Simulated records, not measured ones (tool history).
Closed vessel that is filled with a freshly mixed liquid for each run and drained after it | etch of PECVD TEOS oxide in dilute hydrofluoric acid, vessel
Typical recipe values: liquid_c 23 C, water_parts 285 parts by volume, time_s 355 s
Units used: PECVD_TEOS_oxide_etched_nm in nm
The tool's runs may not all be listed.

run,hour,liquid_c,water_parts,time_s,wafers since the last listed run,hours since the thermometer was replaced,hours since the hydrofluoric acid flow meter was replaced,hours since the gauge calibration,"read-back film thickness of the PECVD TEOS oxide reference wafer, read on the same gauge (nm)",PECVD_TEOS_oxide_etched_nm
1,0,25,180,355,0,1632.2,551,815.3,69.97,31.99
2,51.9,23,285,355,5738,1684.1,602.9,867.2,70.01,16.86
3,131.6,23,285,355,8812,1763.8,682.6,946.9,70.02,16.73
# hour 223.3: hydrofluoric acid flow meter replaced
4,236.2,23,285,355,11455,1868.4,12.9,1051.5,69.99,17.32
5,298.5,23,285,355,6888,1930.7,75.2,1113.8,70.03,17.19
# hour 491.9: thermometer replaced
# hour 567.8: gauge calibrated
6,614.3,22,285,355,34807,122.4,391,46.5,69.97,17.01
7,665.2,23,285,355,5628,173.3,441.9,97.4,69.99,17.58
8,701.9,23,285,355,4057,210,478.6,134.1,70.04,17.39
9,782.1,26.5,360,355,8867,290.2,558.8,214.3,70.03,14.31
10,839.2,23,285,300,6313,347.3,615.9,271.4,69.98,14.6
11,891.7,20,285,445,5804,399.8,668.4,323.9,69.97,19.47
12,958.7,24.5,385,355,7408,466.8,735.4,390.9,70.02,12.08
13,1023.7,23,285,300,7187,531.8,800.4,455.9,70.02,14.38
# hour 1066.4: hydrofluoric acid flow meter replaced
14,1069.9,20.5,245,165,4997,578,3.5,502.1,69.94,9.13
15,1137.8,21,400,355,7507,645.9,71.4,570,70,10.64
16,1226.8,27.5,285,355,9840,734.9,160.4,659,70.05,20.58
17,1319,23,285,355,10194,827.1,252.6,751.2,70.01,17.44
18,1382,23,285,355,6965,890.1,315.6,814.2,70,17.38
19,1434.3,20.5,365,355,5782,942.4,367.9,866.5,69.99,11.5

Selected run-to-run steps in PECVD_TEOS_oxide_etched_nm, each split into two signed amounts: the part the tool would show with no hidden state at all (from settings, incoming material and random variation), and the remainder, which goes to the hidden state together with any gauge scatter not common to the measured and the hidden-state-free results:
What the log doesn't record here: liquid colder than its thermometer reads (K); hydrofluoric acid flow below the setpoint (%); gauge reads high (%).
Run 1 -> 2: liquid_c 25 -> 23, water_parts 180 -> 285. PECVD_TEOS_oxide_etched_nm -15.13 nm: hidden state +1.16, all else -16.29.
